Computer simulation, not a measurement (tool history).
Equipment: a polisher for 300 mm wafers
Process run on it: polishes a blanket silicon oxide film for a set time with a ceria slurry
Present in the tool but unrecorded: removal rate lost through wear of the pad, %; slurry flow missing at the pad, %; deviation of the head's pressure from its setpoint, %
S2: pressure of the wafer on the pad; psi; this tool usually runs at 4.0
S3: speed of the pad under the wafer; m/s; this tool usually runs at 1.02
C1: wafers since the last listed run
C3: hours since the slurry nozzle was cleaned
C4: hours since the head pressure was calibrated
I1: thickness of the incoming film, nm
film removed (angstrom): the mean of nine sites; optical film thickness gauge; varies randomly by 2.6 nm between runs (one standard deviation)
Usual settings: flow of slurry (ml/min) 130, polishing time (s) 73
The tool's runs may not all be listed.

run 1 day=0.000 | flow_of_slurry_(ml/min)=130 S2=4.0 S3=1.02 polishing_time_(s)=83 | C1=0 wafers_polished_on_this_pad=741 C3=598.4 C4=17.5 | I1=1180.8 | film_removed_(angstrom)=3915
run 2 day=1.162 | flow_of_slurry_(ml/min)=130 S2=4.0 S3=1.02 polishing_time_(s)=73 | C1=355 wafers_polished_on_this_pad=1096 C3=626.3 C4=45.4 | I1=1193.4 | film_removed_(angstrom)=3490
run 3 day=1.821 | flow_of_slurry_(ml/min)=130 S2=4.0 S3=1.02 polishing_time_(s)=73 | C1=201 wafers_polished_on_this_pad=1297 C3=642.1 C4=61.2 | I1=1176.3 | film_removed_(angstrom)=3499
-- day=3.167 worn pad replaced by a new one
run 4 day=5.471 | flow_of_slurry_(ml/min)=130 S2=4.0 S3=1.02 polishing_time_(s)=73 | C1=1064 wafers_polished_on_this_pad=704 C3=729.7 C4=148.8 | I1=1178.8 | film_removed_(angstrom)=3573
run 5 day=6.421 | flow_of_slurry_(ml/min)=130 S2=4.0 S3=1.02 polishing_time_(s)=73 | C1=290 wafers_polished_on_this_pad=994 C3=752.5 C4=171.6 | I1=1194.5 | film_removed_(angstrom)=3527
run 6 day=7.312 | flow_of_slurry_(ml/min)=130 S2=4.0 S3=1.02 polishing_time_(s)=73 | C1=272 wafers_polished_on_this_pad=1266 C3=773.9 C4=193.0 | I1=1176.2 | film_removed_(angstrom)=3545
run 7 day=8.171 | flow_of_slurry_(ml/min)=130 S2=4.0 S3=1.02 polishing_time_(s)=73 | C1=262 wafers_polished_on_this_pad=1529 C3=794.5 C4=213.6 | I1=1200.5 | film_removed_(angstrom)=3544
-- day=8.888 worn pad replaced by a new one
run 8 day=9.192 | flow_of_slurry_(ml/min)=130 S2=4.0 S3=1.02 polishing_time_(s)=73 | C1=260 wafers_polished_on_this_pad=92 C3=819.0 C4=238.1 | I1=1175.5 | film_removed_(angstrom)=3592
run 9 day=10.412 | flow_of_slurry_(ml/min)=130 S2=4.0 S3=1.02 polishing_time_(s)=73 | C1=372 wafers_polished_on_this_pad=465 C3=848.3 C4=267.4 | I1=1182.1 | film_removed_(angstrom)=3603
run 10 day=11.325 | flow_of_slurry_(ml/min)=130 S2=4.0 S3=1.02 polishing_time_(s)=73 | C1=278 wafers_polished_on_this_pad=744 C3=870.2 C4=289.3 | I1=1191.8 | film_removed_(angstrom)=3661
-- day=11.492 slurry nozzle cleaned
run 11 day=11.904 | flow_of_slurry_(ml/min)=130 S2=4.0 S3=1.02 polishing_time_(s)=73 | C1=164 wafers_polished_on_this_pad=908 C3=9.9 C4=303.2 | I1=1180.3 | film_removed_(angstrom)=3614
run 12 day=13.017 | flow_of_slurry_(ml/min)=130 S2=4.0 S3=1.02 polishing_time_(s)=73 | C1=339 wafers_polished_on_this_pad=1248 C3=36.6 C4=329.9 | I1=1177.3 | film_removed_(angstrom)=3650
run 13 day=13.817 | flow_of_slurry_(ml/min)=130 S2=4.0 S3=1.02 polishing_time_(s)=73 | C1=244 wafers_polished_on_this_pad=1492 C3=55.8 C4=349.1 | I1=1175.6 | film_removed_(angstrom)=3716
-- day=14.546 head pressure recalibrated
run 14 day=14.717 | flow_of_slurry_(ml/min)=170 S2=5.0 S3=1.02 polishing_time_(s)=58 | C1=249 wafers_polished_on_this_pad=1742 C3=77.4 C4=4.1 | I1=1186.0 | film_removed_(angstrom)=3658
-- day=15.229 worn pad replaced by a new one
run 15 day=17.058 | flow_of_slurry_(ml/min)=130 S2=4.0 S3=1.12 polishing_time_(s)=73 | C1=664 wafers_polished_on_this_pad=559 C3=133.6 C4=60.3 | I1=1188.9 | film_removed_(angstrom)=3872
run 16 day=17.604 | flow_of_slurry_(ml/min)=130 S2=4.0 S3=1.12 polishing_time_(s)=95 | C1=166 wafers_polished_on_this_pad=725 C3=146.7 C4=73.4 | I1=1179.6 | film_removed_(angstrom)=5022
run 17 day=18.133 | flow_of_slurry_(ml/min)=130 S2=4.7 S3=0.72 polishing_time_(s)=73 | C1=161 wafers_polished_on_this_pad=887 C3=159.4 C4=86.1 | I1=1189.9 | film_removed_(angstrom)=2932
run 18 day=18.825 | flow_of_slurry_(ml/min)=130 S2=4.0 S3=1.02 polishing_time_(s)=73 | C1=211 wafers_polished_on_this_pad=1098 C3=176.0 C4=102.7 | I1=1174.7 | film_removed_(angstrom)=3522
run 19 day=19.988 | flow_of_slurry_(ml/min)=130 S2=4.0 S3=1.02 polishing_time_(s)=73 | C1=355 wafers_polished_on_this_pad=1454 C3=203.9 C4=130.6 | I1=1186.5 | film_removed_(angstrom)=3489
-- day=20.508 worn pad replaced by a new one
run 20 day=23.642 | flow_of_slurry_(ml/min)=130 S2=4.0 S3=1.02 polishing_time_(s)=98 | C1=1065 wafers_polished_on_this_pad=957 C3=291.6 C4=218.3 | I1=1188.4 | film_removed_(angstrom)=4820
run 21 day=24.521 | flow_of_slurry_(ml/min)=130 S2=5.3 S3=1.26 polishing_time_(s)=73 | C1=268 wafers_polished_on_this_pad=1225 C3=312.7 C4=239.4 | I1=1180.5 | film_removed_(angstrom)=5877
run 22 day=25.425 | flow_of_slurry_(ml/min)=170 S2=4.0 S3=0.84 polishing_time_(s)=93 | C1=276 wafers_polished_on_this_pad=1501 C3=334.4 C4=261.1 | I1=1176.9 | film_removed_(angstrom)=4014
-- day=26.221 worn pad replaced by a new one
run 23 day=26.362 | flow_of_slurry_(ml/min)=130 S2=4.9 S3=1.02 polishing_time_(s)=73 | C1=235 wafers_polished_on_this_pad=43 C3=356.9 C4=283.6 | I1=1192.6 | film_removed_(angstrom)=4501
run 24 day=27.183 | flow_of_slurry_(ml/min)=130 S2=4.0 S3=1.02 polishing_time_(s)=73 | C1=250 wafers_polished_on_this_pad=293 C3=376.6 C4=303.3 | I1=1187.1 | film_removed_(angstrom)=3676
run 25 day=27.942 | flow_of_slurry_(ml/min)=115 S2=4.0 S3=1.02 polishing_time_(s)=73 | C1=231 wafers_polished_on_this_pad=525 C3=394.8 C4=321.5 | I1=1180.9 | film_removed_(angstrom)=3640
-- day=28.079 head pressure recalibrated
run 26 day=28.538 | flow_of_slurry_(ml/min)=85 S2=4.0 S3=1.02 polishing_time_(s)=73 | C1=156 wafers_polished_on_this_pad=681 C3=409.1 C4=11.0 | I1=1186.3 | film_removed_(angstrom)=3103

Forecast each of these 5 alternatives for the next run:
run A day=28.554 | flow_of_slurry_(ml/min)=130 S2=4.0 S3=1.02 polishing_time_(s)=73 | C1=5 wafers_polished_on_this_pad=687 C3=409.5 C4=11.4 | I1=1170.0 | film_removed_(angstrom)=?
run B day=28.554 | flow_of_slurry_(ml/min)=115 S2=4.6 S3=0.78 polishing_time_(s)=73 | C1=5 wafers_polished_on_this_pad=687 C3=409.5 C4=11.4 | I1=1170.0 | film_removed_(angstrom)=?
run C day=28.554 | flow_of_slurry_(ml/min)=85 S2=3.3 S3=1.30 polishing_time_(s)=73 | C1=5 wafers_polished_on_this_pad=687 C3=409.5 C4=11.4 | I1=1170.0 | film_removed_(angstrom)=?
run D day=28.554 | flow_of_slurry_(ml/min)=130 S2=4.0 S3=0.78 polishing_time_(s)=73 | C1=5 wafers_polished_on_this_pad=687 C3=409.5 C4=11.4 | I1=1170.0 | film_removed_(angstrom)=?
run E day=28.554 | flow_of_slurry_(ml/min)=175 S2=4.0 S3=1.02 polishing_time_(s)=73 | C1=5 wafers_polished_on_this_pad=687 C3=409.5 C4=11.4 | I1=1170.0 | film_removed_(angstrom)=?

run=A film_removed_(angstrom)=3513
run=B film_removed_(angstrom)=3003
run=C film_removed_(angstrom)=3285
run=D film_removed_(angstrom)=2687
run=E film_removed_(angstrom)=3711
With no hidden state in the tool, these same runs would have given:
run=A film_removed_(angstrom)=3549
run=B film_removed_(angstrom)=3033
run=C film_removed_(angstrom)=3318
run=D film_removed_(angstrom)=2714
run=E film_removed_(angstrom)=3749
